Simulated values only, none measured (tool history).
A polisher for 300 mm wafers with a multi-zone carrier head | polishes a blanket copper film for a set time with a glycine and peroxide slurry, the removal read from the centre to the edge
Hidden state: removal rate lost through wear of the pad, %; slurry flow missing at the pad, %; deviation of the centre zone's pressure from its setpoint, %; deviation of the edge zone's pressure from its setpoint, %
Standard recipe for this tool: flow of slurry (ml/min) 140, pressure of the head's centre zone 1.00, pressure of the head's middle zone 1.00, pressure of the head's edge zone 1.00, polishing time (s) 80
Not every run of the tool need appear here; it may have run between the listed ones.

| run | day | flow of slurry (ml/min) | pressure of the head's centre zone | pressure of the head's middle zone | pressure of the head's edge zone | polishing time (s) | wafers since the last listed run | wafers polished on this pad | hours since the slurry nozzle was cleaned | hours since the centre zone pressure was calibrated | hours since the edge zone pressure was calibrated | hours since the carrier head's membrane was replaced | incoming thickness of the incoming film, nm | film removed at the wafer's centre (Å) | film removed at mid-radius (Å) | film removed at the wafer's edge (Å) |
|---|---|---|---|---|---|---|---|---|---|---|---|---|---|---|---|---|
| 1 | 0.000 | 140 | 1.00 | 1.00 | 1.00 | 80 | 0 | 134 | 316.7 | 1535.1 | 554.6 | 1537.1 | 1599.9 | 7042 | 6428 | 6412 |
|  | 1.267 | centre zone pressure recalibrated |
| 2 | 1.538 | 140 | 0.96 | 1.00 | 1.00 | 80 | 433 | 568 | 353.6 | 6.5 | 591.5 | 1574.0 | 1623.7 | 6056 | 6444 | 6309 |
| 3 | 3.117 | 140 | 0.96 | 1.00 | 1.00 | 80 | 471 | 1039 | 391.5 | 44.4 | 629.4 | 1611.9 | 1628.5 | 6090 | 6278 | 6347 |
| 4 | 5.154 | 140 | 0.96 | 1.00 | 1.00 | 80 | 607 | 1647 | 440.4 | 93.3 | 678.3 | 1660.8 | 1638.5 | 6277 | 6327 | 6356 |
| 5 | 8.058 | 140 | 0.91 | 1.00 | 1.00 | 80 | 866 | 2513 | 510.1 | 163.0 | 748.0 | 1730.5 | 1580.2 | 5915 | 6363 | 6381 |
| 6 | 10.404 | 140 | 0.91 | 1.00 | 1.00 | 80 | 699 | 3213 | 566.4 | 219.3 | 804.3 | 1786.8 | 1609.0 | 6010 | 6369 | 6401 |
| 7 | 11.521 | 140 | 1.00 | 1.00 | 1.00 | 80 | 333 | 3546 | 593.2 | 246.1 | 831.1 | 1813.6 | 1591.2 | 6538 | 6454 | 6347 |
|  | 11.758 | edge zone pressure recalibrated |
|  | 13.404 | worn pad replaced by a new one, of another model than before |
| 8 | 13.458 | 140 | 0.97 | 1.00 | 1.00 | 64 | 503 | 16 | 639.7 | 292.6 | 40.8 | 1860.1 | 1578.8 | 5144 | 5177 | 5038 |
| 9 | 15.204 | 140 | 1.00 | 1.06 | 1.00 | 80 | 520 | 536 | 681.6 | 334.5 | 82.7 | 1902.0 | 1623.6 | 6532 | 6605 | 6367 |
|  | 15.892 | slurry nozzle cleaned |
| 10 | 17.908 | 140 | 1.00 | 1.00 | 1.00 | 80 | 794 | 1331 | 48.4 | 399.4 | 147.6 | 1966.9 | 1616.7 | 6587 | 6417 | 6405 |
|  | 19.821 | carrier head's membrane replaced by a new one |
| 11 | 20.633 | 140 | 1.00 | 1.00 | 1.00 | 80 | 750 | 2081 | 113.8 | 464.8 | 213.0 | 19.5 | 1596.4 | 6690 | 6229 | 6316 |
| 12 | 21.896 | 140 | 1.00 | 1.00 | 1.00 | 80 | 376 | 2458 | 144.1 | 495.1 | 243.3 | 49.8 | 1596.0 | 6576 | 6440 | 6351 |
| 13 | 23.779 | 170 | 1.00 | 1.00 | 1.05 | 80 | 561 | 3020 | 189.3 | 540.3 | 288.5 | 95.0 | 1606.4 | 7008 | 6715 | 6780 |

Expected results for the next run?
|  | 25.262 | worn pad replaced by a new one |
| 14 | 26.154 | 140 | 1.00 | 1.00 | 1.00 | 80 | 658 | 265 | 246.3 | 597.3 | 345.5 | 152.0 | 1595.7 | ? | ? | ? |

Run 14 gave film removed at the wafer's centre (Å) 6627, film removed at mid-radius (Å) 6263, film removed at the wafer's edge (Å) 6350.
If the tool had no hidden condition, the same run with the same run-to-run variation would have returned film removed at the wafer's centre (Å) 6370, film removed at mid-radius (Å) 6264, film removed at the wafer's edge (Å) 6350.
